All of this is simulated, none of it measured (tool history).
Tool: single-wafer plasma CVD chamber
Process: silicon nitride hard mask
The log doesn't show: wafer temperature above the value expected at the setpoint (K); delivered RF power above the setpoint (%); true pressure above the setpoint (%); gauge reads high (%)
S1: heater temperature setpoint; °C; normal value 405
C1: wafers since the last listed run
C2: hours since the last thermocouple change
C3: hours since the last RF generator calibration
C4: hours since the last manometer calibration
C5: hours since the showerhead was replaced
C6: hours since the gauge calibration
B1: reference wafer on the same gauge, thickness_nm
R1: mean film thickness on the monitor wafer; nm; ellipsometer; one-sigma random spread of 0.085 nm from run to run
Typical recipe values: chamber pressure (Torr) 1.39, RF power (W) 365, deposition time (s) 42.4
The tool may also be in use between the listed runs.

Run 1, hour 0: usual settings; C1 0; C2 895.8; C3 1660.9; C4 2181.8; C5 2383.2; C6 746; B1 48.377. Result: R1 48.987 nm.
Run 2, hour 50.5: usual settings; C1 1006; C2 946.3; C3 1711.4; C4 2232.3; C5 2433.7; C6 796.5; B1 48.384. Result: R1 48.792 nm.
Run 3, hour 102.7: usual settings; C1 1040; C2 998.5; C3 1763.6; C4 2284.5; C5 2485.9; C6 848.7; B1 48.404. Result: R1 48.75 nm.
At hour 103.7: gauge calibrated.
Run 4, hour 144.5: usual settings; C1 833; C2 1040.3; C3 1805.4; C4 2326.3; C5 2527.7; C6 40.8; B1 48.411. Result: R1 48.846 nm.
Run 5, hour 214.9: usual settings; C1 1403; C2 1110.7; C3 1875.8; C4 2396.7; C5 2598.1; C6 111.2; B1 48.416. Result: R1 48.853 nm.
Run 6, hour 278.8: usual settings; C1 1274; C2 1174.6; C3 1939.7; C4 2460.6; C5 2662; C6 175.1; B1 48.424. Result: R1 48.77 nm.
Run 7, hour 310.2: usual settings but chamber pressure (Torr) 1.23; C1 626; C2 1206; C3 1971.1; C4 2492; C5 2693.4; C6 206.5; B1 48.366. Result: R1 47.166 nm.
Run 8, hour 343.9: usual settings but chamber pressure (Torr) 1.23; C1 671; C2 1239.7; C3 2004.8; C4 2525.7; C5 2727.1; C6 240.2; B1 48.448. Result: R1 47.068 nm.
At hour 393.7: thermocouple changed; heater temperature recalibrated.
Run 9, hour 400.5: usual settings but chamber pressure (Torr) 1.23; C1 969; C2 6.8; C3 2061.4; C4 2582.3; C5 2783.7; C6 296.8; B1 48.365. Result: R1 47.14 nm.
Run 10, hour 435.6: usual settings; C1 699; C2 41.9; C3 2096.5; C4 2617.4; C5 2818.8; C6 331.9; B1 48.407. Result: R1 48.736 nm.
At hour 444.5: RF generator calibrated.
At hour 449.8: showerhead replaced.
Run 11, hour 487.6: usual settings; C1 769; C2 93.9; C3 43.1; C4 2669.4; C5 37.8; C6 383.9; B1 48.391. Result: R1 50.392 nm.
Run 12, hour 516.9: usual settings; C1 584; C2 123.2; C3 72.4; C4 2698.7; C5 67.1; C6 413.2; B1 48.407. Result: R1 50.349 nm.
At hour 529.8: capacitance manometer re-zeroed and calibrated.
Run 13, hour 555: usual settings but S1 399 °C, deposition time (s) 37.4; C1 600; C2 161.3; C3 110.5; C4 25.2; C5 105.2; C6 451.3; B1 48.426. Result: R1 43.509 nm.
Run 14, hour 604.2: usual settings but S1 411 °C, chamber pressure (Torr) 1.56, deposition time (s) 49.6; C1 980; C2 210.5; C3 159.7; C4 74.4; C5 154.4; C6 500.5; B1 48.427. Result: R1 59.345 nm.
Run 15, hour 643.7: usual settings but S1 416 °C, RF power (W) 385, deposition time (s) 38.8; C1 787; C2 250; C3 199.2; C4 113.9; C5 193.9; C6 540; B1 48.415. Result: R1 45.865 nm.
Run 16, hour 705.2: usual settings; C1 1226; C2 311.5; C3 260.7; C4 175.4; C5 255.4; C6 601.5; B1 48.376. Result: R1 49.413 nm.
Run 17, hour 767.4: usual settings; C1 1240; C2 373.7; C3 322.9; C4 237.6; C5 317.6; C6 663.7; B1 48.415. Result: R1 49.094 nm.
Run 18, hour 813.2: usual settings but deposition time (s) 47.2; C1 913; C2 419.5; C3 368.7; C4 283.4; C5 363.4; C6 709.5; B1 48.411. Result: R1 54.879 nm.
At hour 831.2: gauge calibrated.
Run 19, hour 881: usual settings but S1 399 °C, RF power (W) 340; C1 1351; C2 487.3; C3 436.5; C4 351.2; C5 431.2; C6 49.8; B1 48.402. Result: R1 47.878 nm.
Run 20, hour 939: usual settings but S1 411 °C, chamber pressure (Torr) 1.68; C1 1156; C2 545.3; C3 494.5; C4 409.2; C5 489.2; C6 107.8; B1 48.438. Result: R1 51.731 nm.
Run 21, hour 989.6: usual settings but S1 418 °C, deposition time (s) 38.1; C1 1008; C2 595.9; C3 545.1; C4 459.8; C5 539.8; C6 158.4; B1 48.408. Result: R1 43.936 nm.
Run 22, hour 1028.1: usual settings but deposition time (s) 49.9; C1 767; C2 634.4; C3 583.6; C4 498.3; C5 578.3; C6 196.9; B1 48.424. Result: R1 57.776 nm.
Run 23, hour 1056.4: usual settings but chamber pressure (Torr) 1.67; C1 564; C2 662.7; C3 611.9; C4 526.6; C5 606.6; C6 225.2; B1 48.404. Result: R1 51.725 nm.

Branching from run 23: 3 alternative next runs. What would each branch give?
Run A, hour 1056.8: usual settings; C1 7; C2 663.1; C3 612.3; C4 527; C5 607; C6 225.6; B1 ?. Result: R1 ?.
Run B, hour 1056.8: usual settings but S1 397 °C, RF power (W) 435; C1 7; C2 663.1; C3 612.3; C4 527; C5 607; C6 225.6; B1 ?. Result: R1 ?.
Run C, hour 1056.8: usual settings but S1 411 °C, chamber pressure (Torr) 1.6, RF power (W) 435, deposition time (s) 48.5; C1 7; C2 663.1; C3 612.3; C4 527; C5 607; C6 225.6; B1 ?. Result: R1 ?.

run      B1      R1
  A  48.414  49.092
  B  48.414  53.029
  C  48.414  62.642
Had the tool no hidden state, the same runs would have come out as:
run      R1
  A  49.317
  B  53.226
  C  62.887
